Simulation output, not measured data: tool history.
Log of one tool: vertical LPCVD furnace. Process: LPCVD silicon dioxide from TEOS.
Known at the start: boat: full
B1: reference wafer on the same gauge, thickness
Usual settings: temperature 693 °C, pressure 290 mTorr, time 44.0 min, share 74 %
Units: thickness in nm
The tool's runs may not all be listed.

run 1 hour=0.0 | temperature=693 pressure=290 time=44.0 share=74 | B1=336.52 | thickness=318.46
run 2 hour=19.2 | temperature=693 pressure=290 time=36.5 share=83 | B1=335.88 | thickness=277.27
run 3 hour=30.9 | temperature=685 pressure=290 time=44.0 share=74 | B1=336.10 | thickness=261.67
run 4 hour=43.1 | temperature=693 pressure=290 time=37.0 share=74 | B1=335.65 | thickness=266.55
-- hour=105.1 pressure gauge zeroed
run 5 hour=105.6 | temperature=693 pressure=290 time=37.0 share=74 | B1=335.98 | thickness=265.88
run 6 hour=110.9 | temperature=693 pressure=290 time=44.0 share=74 | B1=335.60 | thickness=318.46
-- hour=130.6 TEOS flow controller replaced
run 7 hour=131.1 | temperature=693 pressure=290 time=44.0 share=74 | B1=335.74 | thickness=317.84
run 8 hour=139.2 | temperature=693 pressure=290 time=44.0 share=74 | B1=336.32 | thickness=317.61
run 9 hour=147.4 | temperature=693 pressure=290 time=44.0 share=74 | B1=336.35 | thickness=315.07
-- hour=173.4 thermocouples replaced and temperature profile calibrated
run 10 hour=173.9 | temperature=690 pressure=290 time=56.5 share=87 | B1=336.20 | thickness=372.54
run 11 hour=179.2 | temperature=693 pressure=355 time=44.0 share=79 | B1=336.28 | thickness=329.42
run 12 hour=184.6 | temperature=693 pressure=290 time=44.0 share=74 | B1=335.66 | thickness=285.10
run 13 hour=196.9 | temperature=685 pressure=290 time=44.0 share=81 | B1=335.43 | thickness=250.04
run 14 hour=215.4 | temperature=693 pressure=290 time=44.0 share=74 | B1=335.41 | thickness=288.92
run 15 hour=232.5 | temperature=704 pressure=220 time=33.0 share=62 | B1=336.78 | thickness=221.43
run 16 hour=245.5 | temperature=687 pressure=290 time=54.5 share=74 | B1=335.94 | thickness=309.66
run 17 hour=254.3 | temperature=693 pressure=290 time=57.5 share=63 | B1=335.88 | thickness=345.66
run 18 hour=262.5 | temperature=703 pressure=320 time=53.5 share=63 | B1=335.77 | thickness=427.17
-- hour=265.6 gauge calibrated
run 19 hour=281.3 | temperature=693 pressure=290 time=44.0 share=74 | B1=336.18 | thickness=290.58
run 20 hour=291.8 | temperature=693 pressure=290 time=44.0 share=74 | B1=336.02 | thickness=288.33
run 21 hour=309.8 | temperature=693 pressure=265 time=28.5 share=67 | B1=336.15 | thickness=170.11
run 22 hour=326.1 | temperature=687 pressure=255 time=56.0 share=69 | B1=336.38 | thickness=286.68
run 23 hour=347.7 | temperature=681 pressure=290 time=57.5 share=84 | B1=336.44 | thickness=299.59
run 24 hour=357.5 | temperature=693 pressure=335 time=58.0 share=74 | B1=336.23 | thickness=410.95
run 25 hour=372.6 | temperature=701 pressure=235 time=61.5 share=66 | B1=335.62 | thickness=415.46
run 26 hour=391.0 | temperature=693 pressure=290 time=44.0 share=74 | B1=335.30 | thickness=290.71
run 27 hour=413.7 | temperature=701 pressure=290 time=44.0 share=60 | B1=335.85 | thickness=315.70
run 28 hour=429.5 | temperature=693 pressure=290 time=44.0 share=74 | B1=335.76 | thickness=287.72
run 29 hour=445.7 | temperature=693 pressure=255 time=53.0 share=80 | B1=335.37 | thickness=340.90
run 30 hour=453.5 | temperature=701 pressure=290 time=44.0 share=69 | B1=335.46 | thickness=338.68
run 31 hour=469.0 | temperature=698 pressure=230 time=44.0 share=74 | B1=335.62 | thickness=288.52

Some steps in thickness between neighbouring runs. How much of each would the tool show without its hidden state too (settings, what came in, random variation), and how much is left for the hidden state, with any gauge scatter that isn't in both results?
The hidden state here: true tube temperature minus thermocouple reading, K; true pressure minus gauge reading, mTorr; deviation of the TEOS flow from its setpoint, %; gauge reads high (%).
Run 1 -> 2: time 44.0 -> 36.5, share 74 -> 83. thickness -41.19 nm: hidden state -3.77, all else -37.42.
Run 5 -> 6: time 37.0 -> 44.0. thickness +52.58 nm: hidden state +5.19, all else +47.39.
Run 9 -> 10: temperature 693 -> 690, time 44.0 -> 56.5, share 74 -> 87, thermocouples replaced and temperature profile calibrated. thickness +57.47 nm: hidden state -29.66, all else +87.13.
Run 18 -> 19: temperature 703 -> 693, pressure 320 -> 290, time 53.5 -> 44.0, share 63 -> 74, gauge calibrated. thickness -136.59 nm: hidden state -0.67, all else -135.92.
Run 20 -> 21: pressure 290 -> 265, time 44.0 -> 28.5, share 74 -> 67. thickness -118.22 nm: hidden state -0.78, all else -117.44.
Run 25 -> 26: temperature 701 -> 693, pressure 235 -> 290, time 61.5 -> 44.0, share 66 -> 74. thickness -124.75 nm: hidden state -0.99, all else -123.76.
